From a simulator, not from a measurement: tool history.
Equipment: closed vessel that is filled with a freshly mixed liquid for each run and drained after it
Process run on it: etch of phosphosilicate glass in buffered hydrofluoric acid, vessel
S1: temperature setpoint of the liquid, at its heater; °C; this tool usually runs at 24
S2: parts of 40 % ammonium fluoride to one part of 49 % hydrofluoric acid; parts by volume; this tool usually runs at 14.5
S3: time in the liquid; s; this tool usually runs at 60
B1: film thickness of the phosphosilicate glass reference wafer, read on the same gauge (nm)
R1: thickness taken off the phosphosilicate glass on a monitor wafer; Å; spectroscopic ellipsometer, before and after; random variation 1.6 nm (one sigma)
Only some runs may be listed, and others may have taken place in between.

{"run": 1, "day": 0.0, "S1": 24, "S2": 14.5, "S3": 60, "B1": 69.99, "R1": 2391.3}
{"run": 2, "day": 0.558, "S1": 24, "S2": 14.5, "S3": 60, "B1": 70, "R1": 2405.4}
{"run": 3, "day": 1.671, "S1": 24, "S2": 14.5, "S3": 60, "B1": 69.99, "R1": 2383}
{"run": 4, "day": 2.35, "S1": 24, "S2": 14.5, "S3": 60, "B1": 70.03, "R1": 2375.7}
{"run": 5, "day": 3.504, "S1": 24, "S2": 14.5, "S3": 60, "B1": 69.99, "R1": 2393.8}
{"run": 6, "day": 4.133, "S1": 24, "S2": 14.5, "S3": 45, "B1": 70.04, "R1": 1781.8}
{"run": 7, "day": 4.846, "S1": 24, "S2": 14.5, "S3": 45, "B1": 70, "R1": 1776.4}
{"run": 8, "day": 6.096, "S1": 24, "S2": 14.5, "S3": 45, "B1": 69.99, "R1": 1793.7}
{"day": 7.429, "done": "thermometer replaced"}
{"run": 9, "day": 7.442, "S1": 24, "S2": 14.5, "S3": 60, "B1": 70.02, "R1": 2397}
{"day": 8.321, "done": "hydrofluoric acid flow meter replaced"}
{"run": 10, "day": 8.433, "S1": 24, "S2": 14.5, "S3": 60, "B1": 70, "R1": 2178.5}
{"run": 11, "day": 9.462, "S1": 22, "S2": 16.5, "S3": 75, "B1": 70.01, "R1": 2194.2}
{"day": 9.654, "done": "gauge calibrated"}
{"run": 12, "day": 10.362, "S1": 24, "S2": 14.5, "S3": 60, "B1": 69.99, "R1": 2181.3}
{"run": 13, "day": 11.371, "S1": 21, "S2": 14.5, "S3": 40, "B1": 70.01, "R1": 1232.2}
{"day": 11.6, "done": "hydrofluoric acid flow meter replaced, repeated, since the last time left the tool worse"}
{"run": 14, "day": 11.929, "S1": 27.5, "S2": 11.5, "S3": 70, "B1": 70.01, "R1": 4532.1}
{"run": 15, "day": 12.721, "S1": 24, "S2": 14.5, "S3": 60, "B1": 70, "R1": 2556.8}
{"run": 16, "day": 13.712, "S1": 28, "S2": 19.5, "S3": 80, "B1": 70.02, "R1": 3138.2}
{"run": 17, "day": 15.0, "S1": 20, "S2": 9, "S3": 50, "B1": 69.97, "R1": 2613.6}
{"run": 18, "day": 15.996, "S1": 27, "S2": 17, "S3": 70, "B1": 70.03, "R1": 3003.6}
{"run": 19, "day": 17.2, "S1": 20, "S2": 9.5, "S3": 60, "B1": 69.99, "R1": 3059.1}

Branching from run 19: 5 alternative next runs. What would each branch give?
{"run": "A", "day": 17.229, "S1": 24, "S2": 20, "S3": 60, "B1": "?", "R1": "?"}
{"run": "B", "day": 17.229, "S1": 19.5, "S2": 14.5, "S3": 60, "B1": "?", "R1": "?"}
{"run": "C", "day": 17.229, "S1": 21, "S2": 12.5, "S3": 60, "B1": "?", "R1": "?"}
{"run": "D", "day": 17.229, "S1": 25.5, "S2": 9.5, "S3": 95, "B1": "?", "R1": "?"}
{"run": "E", "day": 17.229, "S1": 22, "S2": 12.5, "S3": 45, "B1": "?", "R1": "?"}

run=A B1=70.01 R1=1871.1
run=B B1=70.01 R1=1994
run=C B1=70.01 R1=2508.7
run=D B1=70.01 R1=6554.5
run=E B1=70.01 R1=1988.8
Without the tool's unlogged condition, the same runs would have read:
run=A R1=1886.8
run=B R1=2018
run=C R1=2538.8
run=D R1=6605.2
run=E R1=2012.7

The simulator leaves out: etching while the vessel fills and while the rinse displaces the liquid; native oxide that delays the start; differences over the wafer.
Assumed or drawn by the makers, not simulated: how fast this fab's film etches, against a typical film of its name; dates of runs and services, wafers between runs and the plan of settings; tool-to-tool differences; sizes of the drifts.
